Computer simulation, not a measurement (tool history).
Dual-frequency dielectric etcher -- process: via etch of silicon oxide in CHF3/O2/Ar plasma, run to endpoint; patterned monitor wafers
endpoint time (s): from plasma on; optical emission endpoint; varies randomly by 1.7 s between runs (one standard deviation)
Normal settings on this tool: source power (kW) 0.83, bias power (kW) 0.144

run	hour	source power (kW)	bias power (kW)	incoming incoming film thickness, nm	endpoint time (s)
1	0	0.83	0.154	398.3	185.8
2	67.9	0.83	0.154	398.9	183.4
3	109.3	0.83	0.144	396	184.4
4	177	0.83	0.144	401.6	189.7
5	241.3	0.83	0.144	397.7	185.2
6	298.7	0.83	0.144	397.5	183.2
7	331.2	0.83	0.144	399.4	182.4
8	356.4	0.83	0.164	399.8	177.3
# hour 391.9: bias power generator calibrated
# hour 420: wet clean of the chamber
9	420.5	0.83	0.144	394.9	188.8
10	452.8	0.83	0.144	398.2	192.8
11	494.2	0.83	0.144	397.8	193.3
12	530.1	0.83	0.144	399.6	194
# hour 583.4: upper electrode replaced
13	595	0.75	0.125	399.4	205.8
14	628.3	0.83	0.178	398	177.6
15	690.9	0.83	0.144	398.2	187.6
16	720.2	0.74	0.171	400.3	188.5
17	774.4	0.99	0.16	399.4	167.5
18	822.7	0.76	0.167	400.5	185.9
# hour 856: wet clean of the chamber
19	856.5	1	0.124	399.4	187.9
20	882.9	0.66	0.144	399.5	212.8
# hour 941.7: source power generator calibrated
21	948.4	0.96	0.123	399	188.8
22	1007.7	0.83	0.144	396.1	189.3
23	1049.8	0.96	0.126	395.7	180.1
24	1120.6	0.91	0.144	400.8	179.3
25	1151.8	0.83	0.144	402.4	188.4
26	1218.2	0.64	0.157	401.6	203.6

Measured less the same run without the tool's hidden state. The same run-to-run variation is in both; the gauge's scatter may not be:
Hidden conditions of the tool in this case: etch rate over this chamber's usual, %; source power that arrives over what is set, %; bias power that arrives over what is set, %.
run	endpoint time (s)
1	-3.6
2	-5
3	-5.9
4	-7.6
5	-8.9
6	-10
7	-10.7
8	-10.9
9	+0.9
10	+0.2
11	-0.7
12	-1.5
13	-3.3
14	-3.6
15	-5.1
16	-5.8
17	-6.3
18	-7.9
19	+0
20	-0.7
21	-2
22	-3.3
23	-4.1
24	-5.6
25	-6.6
26	-8.7

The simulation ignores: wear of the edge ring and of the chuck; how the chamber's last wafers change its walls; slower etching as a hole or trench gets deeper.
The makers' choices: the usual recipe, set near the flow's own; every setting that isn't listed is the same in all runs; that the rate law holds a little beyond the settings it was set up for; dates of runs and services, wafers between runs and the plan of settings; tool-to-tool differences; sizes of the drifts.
